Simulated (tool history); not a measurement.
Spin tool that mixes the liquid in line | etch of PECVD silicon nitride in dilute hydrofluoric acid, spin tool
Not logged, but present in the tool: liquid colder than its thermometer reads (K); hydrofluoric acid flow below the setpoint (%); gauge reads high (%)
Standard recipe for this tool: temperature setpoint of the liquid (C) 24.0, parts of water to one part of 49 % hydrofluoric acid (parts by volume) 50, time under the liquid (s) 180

run   hour  temperature setpoint of the liquid (C)  parts of water to one part of 49 % hydrofluoric acid (parts by volume)  time under the liquid (s)  wafers since the last listed run  hours since the thermometer was replaced  hours since the hydrofluoric acid flow meter was replaced  hours since the gauge calibration  read-back film thickness of the PECVD silicon nitride reference wafer, read on the same gauge (nm)  thickness taken off the PECVD silicon nitride on a monitor wafer (angstrom)
  1    0.0                                    24.0                                                                      50                        180                                 0                                     857.6                                                     1605.2                              365.8                                                                                               40.01                                                                         99.6
  2   16.1                                    24.0                                                                      50                        180                                83                                     873.7                                                     1621.3                              381.9                                                                                               40.03                                                                         99.1
  3   28.8                                    24.0                                                                      50                        180                                66                                     886.4                                                     1634.0                              394.6                                                                                               39.97                                                                         98.5
  4   35.2                                    24.0                                                                      50                        180                                33                                     892.8                                                     1640.4                              401.0                                                                                               40.00                                                                         99.1
  5   46.0                                    24.0                                                                      50                        180                                56                                     903.6                                                     1651.2                              411.8                                                                                               40.02                                                                         99.1
  6   53.9                                    24.0                                                                      35                        180                                41                                     911.5                                                     1659.1                              419.7                                                                                               40.01                                                                        140.6
  7   68.6                                    24.0                                                                      35                        180                                76                                     926.2                                                     1673.8                              434.4                                                                                               39.99                                                                        140.6
  8   79.2                                    24.0                                                                      35                        180                                55                                     936.8                                                     1684.4                              445.0                                                                                               39.99                                                                        139.9
      88.6  -- hydrofluoric acid flow meter replaced
  9   89.1                                    24.0                                                                      40                        180                                46                                     946.7                                                        0.5                              454.9                                                                                               40.00                                                                        124.0
 10  105.2                                    25.5                                                                      50                        180                                83                                     962.8                                                       16.6                              471.0                                                                                               40.01                                                                        109.5
 11  114.5                                    25.5                                                                      50                        180                                48                                     972.1                                                       25.9                              480.3                                                                                               39.96                                                                        109.9
 12  124.5                                    25.5                                                                      50                        180                                52                                     982.1                                                       35.9                              490.3                                                                                               39.99                                                                        109.2
 13  134.7                                    22.5                                                                      30                        270                                53                                     992.3                                                       46.1                              500.5                                                                                               40.00                                                                        221.0
 14  150.6                                    24.0                                                                      50                        180                                82                                    1008.2                                                       62.0                              516.4                                                                                               40.00                                                                         99.7
 15  159.1                                    22.5                                                                      70                        115                                44                                    1016.7                                                       70.5                              524.9                                                                                               39.99                                                                         41.0
 16  174.6                                    27.5                                                                      35                         85                                80                                    1032.2                                                       86.0                              540.4                                                                                               40.01                                                                         83.4
 17  186.5                                    22.0                                                                      50                         75                                62                                    1044.1                                                       97.9                              552.3                                                                                               39.99                                                                         36.0
 18  204.4                                    24.0                                                                      40                        270                                93                                    1062.0                                                      115.8                              570.2                                                                                               40.00                                                                        185.5
     210.9  -- gauge calibrated
 19  221.4                                    24.0                                                                      50                        180                                88                                    1079.0                                                      132.8                               10.5                                                                                               40.00                                                                         99.5
 20  231.1                                    24.0                                                                      75                        180                                50                                    1088.7                                                      142.5                               20.2                                                                                               40.02                                                                         66.5
 21  240.1                                    24.0                                                                      50                        180                                46                                    1097.7                                                      151.5                               29.2                                                                                               40.01                                                                         99.6
 22  252.6                                    19.5                                                                      50                        180                                65                                    1110.2                                                      164.0                               41.7                                                                                               39.99                                                                         72.7
 23  260.1                                    24.0                                                                      50                        180                                39                                    1117.7                                                      171.5                               49.2                                                                                               39.98                                                                         99.2
     267.6  -- thermometer replaced
 24  277.8                                    24.0                                                                      25                        180                                87                                      10.2                                                      189.2                               66.9                                                                                               40.00                                                                        193.2
 25  288.0                                    22.5                                                                      25                        140                                53                                      20.4                                                      199.4                               77.1                                                                                               40.02                                                                        135.6
 26  295.4                                    28.0                                                                      70                         70                                38                                      27.8                                                      206.8                               84.5                                                                                               40.02                                                                         35.8
 27  306.8                                    24.0                                                                      50                        180                                59                                      39.2                                                      218.2                               95.9                                                                                               39.99                                                                         99.5
 28  324.4                                    24.0                                                                      60                        255                                91                                      56.8                                                      235.8                              113.5                                                                                               40.03                                                                        116.6
 29  331.9                                    20.0                                                                      40                        115                                39                                      64.3                                                      243.3                              121.0                                                                                               40.01                                                                         59.4
 30  340.2                                    24.0                                                                      50                        180                                43                                      72.6                                                      251.6                              129.3                                                                                               40.00                                                                         99.1
 31  350.8                                    24.0                                                                      50                        180                                55                                      83.2                                                      262.2                              139.9                                                                                               40.00                                                                         99.0
 32  365.8                                    24.0                                                                      50                        285                                78                                      98.2                                                      277.2                              154.9                                                                                               40.00                                                                        158.3

Exercise: give the hidden state of the tool at every run:
liquid colder than its thermometer reads (K): 0 at every run
hydrofluoric acid flow below the setpoint (%): 0 at every run
gauge reads high (%): 0 at every run

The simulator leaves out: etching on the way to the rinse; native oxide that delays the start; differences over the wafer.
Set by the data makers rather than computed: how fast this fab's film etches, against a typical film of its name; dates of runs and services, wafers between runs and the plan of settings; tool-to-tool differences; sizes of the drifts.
